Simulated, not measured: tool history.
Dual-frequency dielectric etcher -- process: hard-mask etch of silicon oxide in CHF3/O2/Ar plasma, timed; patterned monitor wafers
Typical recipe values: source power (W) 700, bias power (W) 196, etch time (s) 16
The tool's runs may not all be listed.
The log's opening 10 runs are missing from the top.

run	hour	source power (W)	bias power (W)	etch time (s)	read-back reference wafer on the same gauge, depth_nm	mean etch depth across the wafer (nm)
11	226.1	860	161	13	38.69	28.84
12	242	700	196	16	38.7	35.44
# hour 266.3: wet clean of the chamber
13	266.8	700	196	12.5	38.68	26.89
14	291.7	860	241	13	38.69	31.62
15	313.6	700	196	17.5	38.7	37.86
16	337.7	700	196	16	38.7	34.52
17	358.6	700	232	16	38.67	36.44
# hour 373.3: source power generator calibrated
18	373.8	700	231	12	38.68	27.34
19	400.2	700	227	19	38.72	42.88
20	421	700	196	16	38.71	34.58
21	443.1	700	196	16	38.71	34.71
# hour 471.9: bias power generator calibrated
# hour 495.1: upper electrode replaced
22	495.6	790	160	17.5	38.69	37.37
23	511.7	840	196	16	38.67	36.85
24	601.7	700	196	16	38.7	34.95
# hour 639.3: wet clean of the chamber
25	639.8	530	238	19	38.69	40.43
26	650.1	700	231	12	38.73	27.27
27	676.9	700	163	18.5	38.68	38.1
28	700.1	590	196	13.5	38.7	27.91
29	735.7	840	219	13	38.7	30.72
30	756.9	530	218	13.5	38.69	28.16
31	772.8	700	196	20.5	38.69	44.51

Below are 3 alternative next runs, each starting from the tool's condition after run 31. Predict each:
A	773.2	700	196	16	?	?
B	773.2	700	224	16	?	?
C	773.2	700	211	17.5	?	?

run	read-back reference wafer on the same gauge, depth_nm	mean etch depth across the wafer (nm)
A	38.73	34.72
B	38.73	36.13
C	38.73	38.81
With no hidden state in the tool, these same runs would have given:
run	mean etch depth across the wafer (nm)
A	34.42
B	35.83
C	38.48

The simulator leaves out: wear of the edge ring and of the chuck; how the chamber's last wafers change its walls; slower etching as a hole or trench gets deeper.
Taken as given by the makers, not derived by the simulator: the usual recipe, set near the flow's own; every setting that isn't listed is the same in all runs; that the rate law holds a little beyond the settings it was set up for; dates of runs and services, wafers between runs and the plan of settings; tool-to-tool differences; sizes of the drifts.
